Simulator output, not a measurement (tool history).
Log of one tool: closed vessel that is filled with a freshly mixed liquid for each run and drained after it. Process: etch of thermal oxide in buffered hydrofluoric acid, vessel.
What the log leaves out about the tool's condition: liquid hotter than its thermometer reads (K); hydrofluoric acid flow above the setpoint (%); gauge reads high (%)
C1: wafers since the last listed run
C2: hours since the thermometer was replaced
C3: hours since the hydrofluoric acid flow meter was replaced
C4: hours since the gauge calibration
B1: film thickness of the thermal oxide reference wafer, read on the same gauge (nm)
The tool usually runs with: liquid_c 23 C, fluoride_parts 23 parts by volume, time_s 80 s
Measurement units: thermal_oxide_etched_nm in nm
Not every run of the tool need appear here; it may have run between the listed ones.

Run 1, day 0: usual settings; C1 0; C2 433.6; C3 395.2; C4 1197.5; B1 129.99. Result: thermal_oxide_etched_nm 38.04 nm.
Run 2, day 1.425: usual settings but liquid_c 20.5 C; C1 4698; C2 467.8; C3 429.4; C4 1231.7; B1 130. Result: thermal_oxide_etched_nm 33.21 nm.
Run 3, day 4.421: usual settings but liquid_c 20.5 C; C1 9877; C2 539.7; C3 501.3; C4 1303.6; B1 130.01. Result: thermal_oxide_etched_nm 33.29 nm.
Run 4, day 5.671: usual settings but liquid_c 20.5 C; C1 4121; C2 569.7; C3 531.3; C4 1333.6; B1 130.01. Result: thermal_oxide_etched_nm 33.17 nm.
At day 6.467: thermometer replaced.
Run 5, day 7.962: usual settings; C1 7418; C2 35.9; C3 586.3; C4 1388.6; B1 129.99. Result: thermal_oxide_etched_nm 37.59 nm.
Run 6, day 9.525: usual settings; C1 5151; C2 73.4; C3 623.8; C4 1426.1; B1 130.01. Result: thermal_oxide_etched_nm 37.33 nm.
Run 7, day 11.358: usual settings; C1 6044; C2 117.4; C3 667.8; C4 1470.1; B1 130.01. Result: thermal_oxide_etched_nm 37.53 nm.
Run 8, day 14.358: usual settings but liquid_c 19.5 C; C1 9890; C2 189.4; C3 739.8; C4 1542.1; B1 129.97. Result: thermal_oxide_etched_nm 30.82 nm.
Run 9, day 17.329: usual settings but liquid_c 19.5 C; C1 9794; C2 260.7; C3 811.1; C4 1613.4; B1 129.99. Result: thermal_oxide_etched_nm 31.22 nm.
Run 10, day 19.021: usual settings but liquid_c 19.5 C; C1 5577; C2 301.3; C3 851.7; C4 1654; B1 129.99. Result: thermal_oxide_etched_nm 30.82 nm.
At day 21.533: hydrofluoric acid flow meter replaced.
At day 24.592: gauge calibrated.
Run 11, day 25.454: usual settings; C1 21073; C2 455.7; C3 94.1; C4 20.7; B1 129.98. Result: thermal_oxide_etched_nm 38.11 nm.
Run 12, day 26.942: usual settings; C1 4904; C2 491.4; C3 129.8; C4 56.4; B1 130.01. Result: thermal_oxide_etched_nm 38.23 nm.
Run 13, day 29.575: usual settings; C1 8681; C2 554.6; C3 193; C4 119.6; B1 129.99. Result: thermal_oxide_etched_nm 38.07 nm.
At day 30.029: thermometer replaced.
Run 14, day 31.671: usual settings but time_s 105 s; C1 6772; C2 39.4; C3 243.3; C4 169.9; B1 129.99. Result: thermal_oxide_etched_nm 48.49 nm.
Run 15, day 32.871: usual settings but time_s 105 s; C1 3956; C2 68.2; C3 272.1; C4 198.7; B1 129.99. Result: thermal_oxide_etched_nm 48.56 nm.
Run 16, day 34.246: usual settings but liquid_c 19 C, fluoride_parts 18 parts by volume, time_s 105 s; C1 4533; C2 101.2; C3 305.1; C4 231.7; B1 129.99. Result: thermal_oxide_etched_nm 48.28 nm.
Run 17, day 36.129: usual settings but liquid_c 19 C, time_s 120 s; C1 6209; C2 146.4; C3 350.3; C4 276.9; B1 129.97. Result: thermal_oxide_etched_nm 45.08 nm.
Run 18, day 37.275: usual settings but liquid_c 25 C, fluoride_parts 16.5 parts by volume, time_s 30 s; C1 3777; C2 173.9; C3 377.8; C4 304.4; B1 130.02. Result: thermal_oxide_etched_nm 20.81 nm.
Run 19, day 40.208: usual settings but liquid_c 27.5 C, fluoride_parts 28.5 parts by volume; C1 9671; C2 244.3; C3 448.2; C4 374.8; B1 129.99. Result: thermal_oxide_etched_nm 41.33 nm.
Run 20, day 47.375: usual settings; C1 23628; C2 416.3; C3 620.2; C4 546.8; B1 129.98. Result: thermal_oxide_etched_nm 37.67 nm.
Run 21, day 49.429: usual settings but time_s 35 s; C1 6772; C2 465.6; C3 669.5; C4 596.1; B1 130. Result: thermal_oxide_etched_nm 16.5 nm.
Run 22, day 50.833: usual settings; C1 4629; C2 499.3; C3 703.2; C4 629.8; B1 130. Result: thermal_oxide_etched_nm 38.07 nm.
Run 23, day 52.642: usual settings; C1 5962; C2 542.7; C3 746.6; C4 673.2; B1 129.99. Result: thermal_oxide_etched_nm 37.84 nm.
Run 24, day 54.529: usual settings but liquid_c 20 C, fluoride_parts 30 parts by volume; C1 6223; C2 588; C3 791.9; C4 718.5; B1 130. Result: thermal_oxide_etched_nm 26.93 nm.
At day 55.079: hydrofluoric acid flow meter replaced.
At day 58.762: thermometer replaced.
Run 25, day 61.429: usual settings but liquid_c 25.5 C, fluoride_parts 14.5 parts by volume; C1 22474; C2 64; C3 152.4; C4 884.1; B1 129.99. Result: thermal_oxide_etched_nm 64.59 nm.
Run 26, day 63.438: usual settings but time_s 55 s; C1 6621; C2 112.2; C3 200.6; C4 932.3; B1 129.98. Result: thermal_oxide_etched_nm 25.65 nm.
Run 27, day 64.846: usual settings; C1 4643; C2 146; C3 234.4; C4 966.1; B1 130. Result: thermal_oxide_etched_nm 37.41 nm.
Run 28, day 66.417: usual settings but liquid_c 20 C, fluoride_parts 30 parts by volume; C1 5178; C2 183.7; C3 272.1; C4 1003.8; B1 129.99. Result: thermal_oxide_etched_nm 26.64 nm.
Run 29, day 68.175: usual settings but liquid_c 19.5 C, fluoride_parts 29 parts by volume, time_s 50 s; C1 5797; C2 225.9; C3 314.3; C4 1046; B1 129.98. Result: thermal_oxide_etched_nm 16.41 nm.
Run 30, day 69.225: usual settings but liquid_c 20.5 C, fluoride_parts 30 parts by volume; C1 3461; C2 251.1; C3 339.5; C4 1071.2; B1 129.96. Result: thermal_oxide_etched_nm 27.25 nm.
Run 31, day 75.683: usual settings but liquid_c 18.5 C; C1 21292; C2 406.1; C3 494.5; C4 1226.2; B1 130. Result: thermal_oxide_etched_nm 29.39 nm.
Run 32, day 76.704: usual settings but fluoride_parts 27.5 parts by volume, time_s 65 s; C1 3365; C2 430.6; C3 519; C4 1250.7; B1 130.01. Result: thermal_oxide_etched_nm 27.22 nm.

Each row is a separate what-if for the run after 32, all from the same tool condition, not one after another. Results?
Run A, day 76.733: usual settings; C1 96; C2 431.3; C3 519.7; C4 1251.4; B1 ?. Result: thermal_oxide_etched_nm ?.
Run B, day 76.733: usual settings but fluoride_parts 29.5 parts by volume, time_s 100 s; C1 96; C2 431.3; C3 519.7; C4 1251.4; B1 ?. Result: thermal_oxide_etched_nm ?.
Run C, day 76.733: usual settings but liquid_c 20 C, fluoride_parts 20.5 parts by volume; C1 96; C2 431.3; C3 519.7; C4 1251.4; B1 ?. Result: thermal_oxide_etched_nm ?.
Run D, day 76.733: usual settings but liquid_c 20.5 C, fluoride_parts 17.5 parts by volume; C1 96; C2 431.3; C3 519.7; C4 1251.4; B1 ?. Result: thermal_oxide_etched_nm ?.
Run E, day 76.733: usual settings but liquid_c 27.5 C, fluoride_parts 29 parts by volume, time_s 35 s; C1 96; C2 431.3; C3 519.7; C4 1251.4; B1 ?. Result: thermal_oxide_etched_nm ?.

run      B1  thermal_oxide_etched_nm
  A  129.97                    37.92
  B  129.97                    39.93
  C  129.97                    34.75
  D  129.97                    41.47
  E  129.97                    18.07
Without the tool's unlogged condition, the same runs would have read:
run  thermal_oxide_etched_nm
  A                    37.12
  B                    39.08
  C                       34
  D                    40.58
  E                     17.7
